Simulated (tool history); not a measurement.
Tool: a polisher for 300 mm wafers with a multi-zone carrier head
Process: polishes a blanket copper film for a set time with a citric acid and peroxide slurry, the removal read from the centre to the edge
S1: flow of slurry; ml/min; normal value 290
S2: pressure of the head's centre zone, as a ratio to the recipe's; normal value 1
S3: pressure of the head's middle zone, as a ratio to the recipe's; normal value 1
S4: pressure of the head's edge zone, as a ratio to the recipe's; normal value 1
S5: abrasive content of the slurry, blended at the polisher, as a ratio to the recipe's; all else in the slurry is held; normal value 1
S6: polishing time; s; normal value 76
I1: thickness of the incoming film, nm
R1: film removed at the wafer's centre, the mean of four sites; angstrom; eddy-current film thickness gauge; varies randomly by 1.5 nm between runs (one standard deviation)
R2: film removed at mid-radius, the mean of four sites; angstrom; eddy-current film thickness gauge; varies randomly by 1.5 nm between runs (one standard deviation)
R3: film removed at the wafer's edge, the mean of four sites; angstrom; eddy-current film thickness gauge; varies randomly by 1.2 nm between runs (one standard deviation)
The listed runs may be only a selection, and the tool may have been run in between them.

{"run": 1, "day": 0.0, "S1": 290, "S2": 1, "S3": 1, "S4": 1, "S5": 0.95, "S6": 76, "I1": 764, "R1": 1710, "R2": 1585, "R3": 1618}
{"run": 2, "day": 1.054, "S1": 290, "S2": 1, "S3": 1, "S4": 1, "S5": 1, "S6": 56, "I1": 755.3, "R1": 1252, "R2": 1165, "R3": 1207}
{"run": 3, "day": 2.279, "S1": 290, "S2": 1, "S3": 1, "S4": 1, "S5": 1, "S6": 56, "I1": 764.4, "R1": 1230, "R2": 1175, "R3": 1202}
{"run": 4, "day": 3.142, "S1": 290, "S2": 0.93, "S3": 1, "S4": 1, "S5": 1, "S6": 92, "I1": 772.5, "R1": 1976, "R2": 1932, "R3": 1969}
{"day": 3.504, "done": "slurry nozzle cleaned"}
{"run": 5, "day": 4.092, "S1": 290, "S2": 0.93, "S3": 1, "S4": 1, "S5": 1, "S6": 92, "I1": 781.1, "R1": 1960, "R2": 1900, "R3": 1959}
{"day": 4.883, "done": "centre zone pressure recalibrated"}
{"run": 6, "day": 4.946, "S1": 290, "S2": 1, "S3": 1, "S4": 0.91, "S5": 1, "S6": 76, "I1": 762.6, "R1": 1597, "R2": 1591, "R3": 1553}
{"day": 5.175, "done": "worn pad replaced by a new one"}
{"run": 7, "day": 6.392, "S1": 290, "S2": 1, "S3": 1, "S4": 1.1, "S5": 1, "S6": 62, "I1": 779.2, "R1": 1284, "R2": 1268, "R3": 1367}
{"run": 8, "day": 7.425, "S1": 290, "S2": 1, "S3": 1, "S4": 1, "S5": 1, "S6": 76, "I1": 760.6, "R1": 1609, "R2": 1593, "R3": 1604}
{"run": 9, "day": 8.458, "S1": 290, "S2": 1, "S3": 1, "S4": 1, "S5": 1, "S6": 76, "I1": 770.3, "R1": 1625, "R2": 1602, "R3": 1628}
{"run": 10, "day": 9.158, "S1": 330, "S2": 0.95, "S3": 1, "S4": 0.92, "S5": 1, "S6": 100, "I1": 757.6, "R1": 2059, "R2": 2085, "R3": 2092}
{"run": 11, "day": 10.129, "S1": 290, "S2": 1.07, "S3": 1, "S4": 1, "S5": 1, "S6": 76, "I1": 770, "R1": 1661, "R2": 1589, "R3": 1643}
{"day": 10.458, "done": "carrier head's membrane replaced by a new one"}
{"run": 12, "day": 10.633, "S1": 290, "S2": 1, "S3": 0.94, "S4": 1, "S5": 1, "S6": 64, "I1": 758.4, "R1": 1338, "R2": 1296, "R3": 1382}
{"day": 11.058, "done": "worn pad replaced by a new one"}
{"run": 13, "day": 11.3, "S1": 290, "S2": 0.93, "S3": 1, "S4": 1, "S5": 1, "S6": 92, "I1": 787.6, "R1": 1870, "R2": 1916, "R3": 1963}
{"run": 14, "day": 12.55, "S1": 290, "S2": 1, "S3": 1, "S4": 1, "S5": 1, "S6": 76, "I1": 772.5, "R1": 1602, "R2": 1584, "R3": 1618}
{"day": 13.146, "done": "edge zone pressure recalibrated"}
{"run": 15, "day": 13.871, "S1": 290, "S2": 1, "S3": 1, "S4": 1, "S5": 0.8, "S6": 76, "I1": 777.9, "R1": 1554, "R2": 1556, "R3": 1572}
{"run": 16, "day": 14.488, "S1": 290, "S2": 1, "S3": 1, "S4": 1.05, "S5": 0.85, "S6": 76, "I1": 770.9, "R1": 1542, "R2": 1583, "R3": 1631}
{"run": 17, "day": 15.929, "S1": 290, "S2": 1, "S3": 1, "S4": 1.1, "S5": 1, "S6": 62, "I1": 782.3, "R1": 1324, "R2": 1278, "R3": 1375}
{"run": 18, "day": 17.033, "S1": 360, "S2": 1, "S3": 1, "S4": 0.96, "S5": 1, "S6": 95, "I1": 763.2, "R1": 2034, "R2": 2026, "R3": 2029}
{"day": 17.8, "done": "worn pad replaced by a new one"}
{"run": 19, "day": 18.208, "S1": 360, "S2": 1, "S3": 1, "S4": 1, "S5": 1, "S6": 65, "I1": 773.4, "R1": 1410, "R2": 1387, "R3": 1407}
{"run": 20, "day": 18.871, "S1": 210, "S2": 1.09, "S3": 1, "S4": 1, "S5": 1.25, "S6": 84, "I1": 762.2, "R1": 1897, "R2": 1794, "R3": 1818}

What was the tool's hidden state at every run in the log?
removal rate lost through wear of the pad, %: 0 in every run
slurry flow missing at the pad, %: 0 in every run
deviation of the edge zone's pressure from its setpoint, %: 0 in every run
H1: deviation of the centre zone's pressure from its setpoint, %
run=1 H1=9.2
run=2 H1=9.62
run=3 H1=10.1
run=4 H1=10.5
run=5 H1=10.9
run=6 H1=-0.464
run=7 H1=-0.454
run=8 H1=-0.436
run=9 H1=-0.408
run=10 H1=-0.384
run=11 H1=-0.343
run=12 H1=-0.319
run=13 H1=-0.283
run=14 H1=-0.206
run=15 H1=-0.11
run=16 H1=-0.0595
run=17 H1=0.071
run=18 H1=0.183
run=19 H1=0.315
run=20 H1=0.394
